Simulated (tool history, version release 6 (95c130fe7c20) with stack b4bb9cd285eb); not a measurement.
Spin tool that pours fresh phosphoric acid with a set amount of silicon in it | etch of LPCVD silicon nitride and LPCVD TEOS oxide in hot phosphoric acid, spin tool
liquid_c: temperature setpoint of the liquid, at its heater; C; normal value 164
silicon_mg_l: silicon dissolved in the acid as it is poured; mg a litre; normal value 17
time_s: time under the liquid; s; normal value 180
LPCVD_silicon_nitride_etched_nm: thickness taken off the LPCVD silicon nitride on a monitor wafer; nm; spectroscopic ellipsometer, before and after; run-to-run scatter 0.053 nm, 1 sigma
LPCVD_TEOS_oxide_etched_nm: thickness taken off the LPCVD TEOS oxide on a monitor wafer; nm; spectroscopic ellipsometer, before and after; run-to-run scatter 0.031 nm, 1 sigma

run   hour  liquid_c  silicon_mg_l  time_s  read-back film thickness of the LPCVD silicon nitride reference wafer, read on the same gauge (nm)  read-back film thickness of the LPCVD TEOS oxide reference wafer, read on the same gauge (nm)  LPCVD_silicon_nitride_etched_nm  LPCVD_TEOS_oxide_etched_nm
  1      0       164            17     180                                                                                              149.67                                                                                          59.85                            16.61                        0.74
  2   47.4       164            17     180                                                                                              149.59                                                                                         59.808                            16.65                       0.725
  3     76       164          27.5     235                                                                                              149.46                                                                                         59.782                            21.73                        0.59
  4  100.3       164          27.5     235                                                                                              149.38                                                                                         59.756                            21.66                       0.661
  5  158.2       164          27.5     235                                                                                               149.1                                                                                         59.652                             21.7                       0.653
  6  227.4       164            17     180                                                                                              148.77                                                                                         59.478                            16.59                       0.711
     242.6  -- thermometer replaced
  7  275.2       164            17     180                                                                                               148.4                                                                                         59.366                            16.54                       0.682
  8  299.9     163.5            17     180                                                                                              148.26                                                                                         59.307                            16.29                       0.655
     329.5  -- heated supply line repaired
  9  351.8       164          27.5     235                                                                                              147.88                                                                                          59.13                             21.5                       0.644
 10  397.5       167            23     280                                                                                               147.4                                                                                         58.961                            28.03                       1.098
 11  450.8     161.5            30     120                                                                                              146.88                                                                                         58.754                            10.03                       0.244
     496.3  -- gauge calibrated
 12  512.1     166.5            21     270                                                                                              150.19                                                                                         60.067                            27.18                       1.163
     589.5  -- dissolved silicon flow meter replaced
 13  646.3       164            17     125                                                                                              149.94                                                                                         59.977                            11.64                       0.475
 14  693.4     166.5            27     105                                                                                              149.84                                                                                         59.921                            10.55                       0.386
 15  741.7       164            17      75                                                                                              149.61                                                                                         59.835                             6.89                       0.278
 16    789     162.5             8      75                                                                                              149.32                                                                                         59.735                             6.61                       0.349

Branching from run 16: 4 alternative next runs. What would each branch give?
  A  789.5       164            17     275                                                                                                   ?                                                                                              ?                                ?                           ?
  B  789.5     165.5            22     180                                                                                                   ?                                                                                              ?                                ?                           ?
  C  789.5       164            17     265                                                                                                   ?                                                                                              ?                                ?                           ?
  D  789.5       164             9     180                                                                                                   ?                                                                                              ?                                ?                           ?

run  read-back film thickness of the LPCVD silicon nitride reference wafer, read on the same gauge (nm)  read-back film thickness of the LPCVD TEOS oxide reference wafer, read on the same gauge (nm)  LPCVD_silicon_nitride_etched_nm  LPCVD_TEOS_oxide_etched_nm
  A                                                                                              149.32                                                                                         59.739                            25.22                       1.043
  B                                                                                              149.32                                                                                         59.739                            17.34                       0.661
  C                                                                                              149.32                                                                                         59.739                             24.3                       1.005
  D                                                                                              149.32                                                                                         59.739                             16.5                       0.826
Had the tool no hidden state, the same runs would have come out as:
run  LPCVD_silicon_nitride_etched_nm  LPCVD_TEOS_oxide_etched_nm
  A                            25.33                       1.047
  B                            17.42                       0.664
  C                            24.41                       1.009
  D                            16.58                        0.83

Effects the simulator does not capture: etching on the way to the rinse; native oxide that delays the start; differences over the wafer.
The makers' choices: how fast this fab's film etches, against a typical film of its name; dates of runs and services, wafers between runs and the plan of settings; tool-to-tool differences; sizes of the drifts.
